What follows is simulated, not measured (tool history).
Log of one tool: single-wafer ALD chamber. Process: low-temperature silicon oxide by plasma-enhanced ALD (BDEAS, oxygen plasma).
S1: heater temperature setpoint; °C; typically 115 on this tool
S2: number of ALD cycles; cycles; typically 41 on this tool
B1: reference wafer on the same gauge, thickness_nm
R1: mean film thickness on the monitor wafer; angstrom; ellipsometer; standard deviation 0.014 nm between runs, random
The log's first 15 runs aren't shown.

| run | day | S1 | S2 | B1 | R1 |
|---|---|---|---|---|---|
| 16 | 14.612 | 125 | 41 | 5.929 | 55.59 |
| 17 | 15.746 | 115 | 39 | 5.931 | 53.67 |
| 18 | 17.838 | 115 | 35 | 5.929 | 48.34 |
| 19 | 18.8 | 125 | 41 | 5.931 | 56.08 |
| 20 | 20.033 | 105 | 43 | 5.931 | 60.55 |
| 21 | 21.054 | 125 | 44 | 5.925 | 60.07 |
| 22 | 21.996 | 120 | 41 | 5.928 | 56.27 |
|  | 22.542 | gauge calibrated |
| 23 | 23.429 | 100 | 41 | 5.931 | 57.92 |
| 24 | 24.879 | 115 | 47 | 5.924 | 65.09 |
|  | 26.008 | thermocouple changed; heater temperature recalibrated |
| 25 | 26.029 | 100 | 45 | 5.928 | 63.85 |
| 26 | 27.2 | 111 | 48 | 5.931 | 66.95 |
| 27 | 28.262 | 102 | 41 | 5.929 | 57.84 |
| 28 | 29.333 | 127 | 37 | 5.933 | 50.08 |
| 29 | 30.212 | 126 | 36 | 5.927 | 48.77 |
| 30 | 30.812 | 115 | 41 | 5.935 | 56.64 |
| 31 | 31.525 | 115 | 44 | 5.932 | 60.82 |
| 32 | 32.938 | 115 | 41 | 5.932 | 56.66 |
| 33 | 36.388 | 103 | 41 | 5.928 | 57.89 |
| 34 | 37.729 | 125 | 41 | 5.931 | 55.78 |
| 35 | 38.621 | 115 | 48 | 5.927 | 66.59 |
| 36 | 40 | 106 | 47 | 5.935 | 65.78 |
| 37 | 41.046 | 118 | 43 | 5.931 | 59.22 |

Predict each of these 4 candidate next runs independently; none follows another, all start after run 37:
| A | 41.067 | 115 | 49 | ? | ? |
| B | 41.067 | 104 | 35 | ? | ? |
| C | 41.067 | 124 | 34 | ? | ? |
| D | 41.067 | 105 | 44 | ? | ? |

| run | B1 | R1 |
|---|---|---|
| A | 5.931 | 67.58 |
| B | 5.931 | 49.14 |
| C | 5.931 | 46.2 |
| D | 5.931 | 61.67 |
Without the tool's unlogged condition, the same runs would have read:
| run | R1 |
|---|---|
| A | 67.58 |
| B | 49.14 |
| C | 46.2 |
| D | 61.67 |

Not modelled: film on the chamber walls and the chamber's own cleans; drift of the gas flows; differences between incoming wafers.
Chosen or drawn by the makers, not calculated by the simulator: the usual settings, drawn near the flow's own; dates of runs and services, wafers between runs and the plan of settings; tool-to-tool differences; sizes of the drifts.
